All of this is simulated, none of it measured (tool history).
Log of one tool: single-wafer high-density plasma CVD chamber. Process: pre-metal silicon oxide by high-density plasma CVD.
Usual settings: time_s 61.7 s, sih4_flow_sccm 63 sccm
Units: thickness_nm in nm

run   hour  time_s  sih4_flow_sccm  read-back reference wafer on the same gauge, thickness_nm  thickness_nm
  1      0    61.7              63                                                    429.874       391.559
  2     59    61.7              63                                                    429.905       390.307
  3  155.8    56.5              63                                                    429.981       359.175
  4  246.8    56.5              63                                                    430.197       357.345
  5  345.3    54.1              67                                                    429.852       354.097
  6  410.2    54.1              67                                                    429.875       353.613
  7  452.4    54.1              67                                                    430.092       353.928
  8  552.6    61.7              63                                                    430.117       390.342
  9  642.4    61.7              63                                                     429.96       389.186
 10  705.7    61.7              75                                                    430.126       430.949
     754.2  -- gauge calibrated
 11  809.9    61.7              74                                                    429.987        426.36
 12  883.8    53.4              69                                                    430.096        353.18
     927.5  -- silane flow controller replaced
 13  972.2    61.7              67                                                    429.986       413.867

The next listed run, before its measurement:
 14  1013.1    61.7              69                                                          ?             ?

{"run 14": {"read-back reference wafer on the same gauge, thickness_nm": 430.229, "thickness_nm": 421.49}}
Without the tool's hidden state the same run would have given thickness_nm 420.234 nm.

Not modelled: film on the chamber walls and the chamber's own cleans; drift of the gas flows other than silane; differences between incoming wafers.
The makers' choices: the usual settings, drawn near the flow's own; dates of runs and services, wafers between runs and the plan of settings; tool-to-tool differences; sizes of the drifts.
